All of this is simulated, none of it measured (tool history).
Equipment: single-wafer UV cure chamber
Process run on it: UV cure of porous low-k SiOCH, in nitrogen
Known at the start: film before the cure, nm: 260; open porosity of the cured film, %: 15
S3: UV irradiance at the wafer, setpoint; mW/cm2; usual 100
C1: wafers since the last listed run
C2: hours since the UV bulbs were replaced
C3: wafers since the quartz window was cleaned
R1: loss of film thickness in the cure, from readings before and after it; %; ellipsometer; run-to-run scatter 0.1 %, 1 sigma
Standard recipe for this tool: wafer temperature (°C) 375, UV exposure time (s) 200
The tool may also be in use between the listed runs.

Run 1, hour 0: usual settings but wafer temperature (°C) 362; C1 0; C2 1060; C3 43. Result: R1 8.387 %.
Run 2, hour 29.3: usual settings but UV exposure time (s) 160; C1 245; C2 1089.3; C3 288. Result: R1 7.807 %.
Run 3, hour 62.1: usual settings but UV exposure time (s) 160; C1 274; C2 1122.1; C3 563. Result: R1 7.676 %.
Run 4, hour 88.6: usual settings; C1 222; C2 1148.6; C3 785. Result: R1 8.488 %.
Run 5, hour 111.1: usual settings; C1 188; C2 1171.1; C3 974. Result: R1 8.537 %.
Run 6, hour 128.3: usual settings; C1 144; C2 1188.3; C3 1118. Result: R1 8.597 %.
Run 7, hour 154.5: usual settings but wafer temperature (°C) 359; C1 219; C2 1214.5; C3 1337. Result: R1 8.258 %.
Run 8, hour 254.5: usual settings; C1 838; C2 1314.5; C3 2175. Result: R1 8.449 %.
Run 9, hour 289: usual settings but wafer temperature (°C) 384, UV exposure time (s) 260; C1 289; C2 1349; C3 2465. Result: R1 9.559 %.
At hour 305.5: quartz window cleaned.
Run 10, hour 317.8: usual settings but wafer temperature (°C) 384, UV exposure time (s) 260; C1 174; C2 1377.8; C3 102. Result: R1 9.592 %.
Run 11, hour 332.4: usual settings but wafer temperature (°C) 384, UV exposure time (s) 260; C1 122; C2 1392.4; C3 225. Result: R1 9.366 %.
Run 12, hour 360.7: usual settings but S3 115 mW/cm2; C1 237; C2 1420.7; C3 462. Result: R1 8.871 %.
Run 13, hour 377.4: usual settings but S3 115 mW/cm2; C1 139; C2 1437.4; C3 602. Result: R1 8.839 %.
Run 14, hour 412.2: usual settings but S3 115 mW/cm2; C1 291; C2 1472.2; C3 893. Result: R1 8.792 %.
Run 15, hour 436.9: usual settings but UV exposure time (s) 105; C1 207; C2 1496.9; C3 1100. Result: R1 5.871 %.
Run 16, hour 463.2: usual settings but UV exposure time (s) 105; C1 220; C2 1523.2; C3 1321. Result: R1 5.935 %.
Run 17, hour 487: usual settings but wafer temperature (°C) 369, UV exposure time (s) 315, S3 139 mW/cm2; C1 199; C2 1547; C3 1520. Result: R1 11.326 %.
Run 18, hour 504.8: usual settings but wafer temperature (°C) 361, UV exposure time (s) 115, S3 88 mW/cm2; C1 149; C2 1564.8; C3 1669. Result: R1 5.501 %.
Run 19, hour 529.8: usual settings but wafer temperature (°C) 394, UV exposure time (s) 125; C1 209; C2 1589.8; C3 1879. Result: R1 6.642 %.
Run 20, hour 552.1: usual settings but wafer temperature (°C) 365, UV exposure time (s) 295, S3 79 mW/cm2; C1 186; C2 1612.1; C3 2066. Result: R1 8.603 %.
At hour 573.8: UV bulbs replaced.
Run 21, hour 577.8: usual settings but wafer temperature (°C) 395, UV exposure time (s) 100, S3 129 mW/cm2; C1 148; C2 4; C3 2214. Result: R1 5.915 %.
Run 22, hour 601.8: usual settings; C1 201; C2 28; C3 2415. Result: R1 7.009 %.
Run 23, hour 616.7: usual settings but wafer temperature (°C) 362, UV exposure time (s) 135; C1 124; C2 42.9; C3 2540. Result: R1 5.584 %.

What does the tool deliver on the next run?
At hour 639.2: quartz window cleaned.
Run 24, hour 639.7: usual settings; C1 125; C2 65.9; C3 3. Result: R1 ?.

R1: 7.108 %
Had the tool carried no hidden state, the very same run would have given R1 9.26 %.

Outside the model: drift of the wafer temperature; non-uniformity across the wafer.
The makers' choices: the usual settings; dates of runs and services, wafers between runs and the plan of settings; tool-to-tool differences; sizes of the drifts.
